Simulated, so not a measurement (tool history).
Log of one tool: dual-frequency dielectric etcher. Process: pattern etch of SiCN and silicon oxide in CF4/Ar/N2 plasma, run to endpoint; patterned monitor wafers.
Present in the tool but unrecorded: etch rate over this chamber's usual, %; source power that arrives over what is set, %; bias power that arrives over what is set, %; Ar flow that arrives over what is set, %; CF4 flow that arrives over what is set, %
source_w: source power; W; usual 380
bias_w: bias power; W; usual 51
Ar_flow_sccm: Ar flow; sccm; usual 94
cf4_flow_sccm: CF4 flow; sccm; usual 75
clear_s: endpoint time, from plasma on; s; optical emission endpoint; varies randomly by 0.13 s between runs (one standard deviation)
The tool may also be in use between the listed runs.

run,day,source_w,bias_w,Ar_flow_sccm,cf4_flow_sccm,wafers since the last listed run,hours since the last wet clean,hours since the last source power generator calibration,hours since the last bias power generator calibration,hours since the last Ar flow controller change,hours since the last CF4 flow controller change,hours since the last upper electrode change,"incoming incoming film thickness, nm",clear_s
1,0,380,51,94,75,0,210.2,3555.4,3265.9,5252.8,2955,11.4,15.72,22.7
# day 6.838: source power generator calibrated
2,7.146,450,51,100,75,1858,381.7,7.4,3437.4,5424.3,3126.5,182.9,15.78,20.2
3,9.804,450,51,100,75,708,445.5,71.2,3501.2,5488.1,3190.3,246.7,15.84,20.5
# day 11.1: wet clean of the chamber
4,12.629,380,51,94,75,486,36.7,139,3569,5555.9,3258.1,314.5,15.75,23.7
5,13.704,450,51,100,75,286,62.5,164.8,3594.8,5581.7,3283.9,340.3,15.78,20.3
6,16.608,450,51,94,57,773,132.2,234.5,3664.5,5651.4,3353.6,410,15.87,20.8
7,19.254,350,51,84,60,704,195.7,298,3728,5714.9,3417.1,473.5,15.79,26
8,21.767,380,59,94,75,669,256,358.3,3788.3,5775.2,3477.4,533.8,15.66,22.6
9,24.742,380,48,94,75,792,327.4,429.7,3859.7,5846.6,3548.8,605.2,15.77,24.1
10,27.229,380,51,107,75,662,387.1,489.4,3919.4,5906.3,3608.5,664.9,15.8,24
11,28.496,290,61,94,75,337,417.5,519.8,3949.8,5936.7,3638.9,695.3,15.76,29.3
# day 29.621: Ar flow controller replaced
# day 29.762: CF4 flow controller replaced
# day 29.85: wet clean of the chamber
12,30.854,380,46,87,75,500,24.1,576.4,4006.4,29.6,26.2,751.9,15.85,24.2
# day 31.808: bias power generator calibrated
13,32.208,380,51,94,93,316,56.6,608.9,9.6,62.1,58.7,784.4,15.8,22.9
14,34.279,380,51,94,75,551,106.3,658.6,59.3,111.8,108.4,834.1,15.78,23.4
15,35.338,380,51,94,57,281,131.7,684,84.7,137.2,133.8,859.5,15.75,24.2
16,37.392,410,62,107,85,547,181,733.3,134,186.5,183.1,908.8,15.74,20.6
17,39.262,380,57,80,75,498,225.9,778.2,178.9,231.4,228,953.7,15.81,22.4
18,41.692,330,51,94,75,646,284.2,836.5,237.2,289.7,286.3,1012,15.75,26.8
19,43.012,380,47,114,75,351,315.9,868.2,268.9,321.4,318,1043.7,15.72,24.7
20,44.696,380,51,94,93,448,356.3,908.6,309.3,361.8,358.4,1084.1,15.91,23.3
21,48.833,380,51,94,75,1101,455.6,1007.9,408.6,461.1,457.7,1183.4,15.73,23.1
# day 50.604: wet clean of the chamber
22,50.625,380,51,94,75,210,0.5,1050.9,451.6,504.1,500.7,1226.4,15.67,23.3
23,52.442,430,51,86,58,483,44.1,1094.5,495.2,547.7,544.3,1270,15.93,21.3

Forecast each of these 5 alternatives for the next run:
A,52.458,380,51,94,83,4,44.5,1094.9,495.6,548.1,544.7,1270.4,15.88,?
B,52.458,440,39,83,75,4,44.5,1094.9,495.6,548.1,544.7,1270.4,15.88,?
C,52.458,380,51,94,81,4,44.5,1094.9,495.6,548.1,544.7,1270.4,15.88,?
D,52.458,310,51,85,93,4,44.5,1094.9,495.6,548.1,544.7,1270.4,15.88,?
E,52.458,310,42,100,85,4,44.5,1094.9,495.6,548.1,544.7,1270.4,15.88,?

run,clear_s
A,23.4
B,21.7
C,23.5
D,28.2
E,30.7
What these runs would have given with no unlogged condition in the tool:
run,clear_s
A,23.8
B,22
C,23.8
D,28.6
E,31.1

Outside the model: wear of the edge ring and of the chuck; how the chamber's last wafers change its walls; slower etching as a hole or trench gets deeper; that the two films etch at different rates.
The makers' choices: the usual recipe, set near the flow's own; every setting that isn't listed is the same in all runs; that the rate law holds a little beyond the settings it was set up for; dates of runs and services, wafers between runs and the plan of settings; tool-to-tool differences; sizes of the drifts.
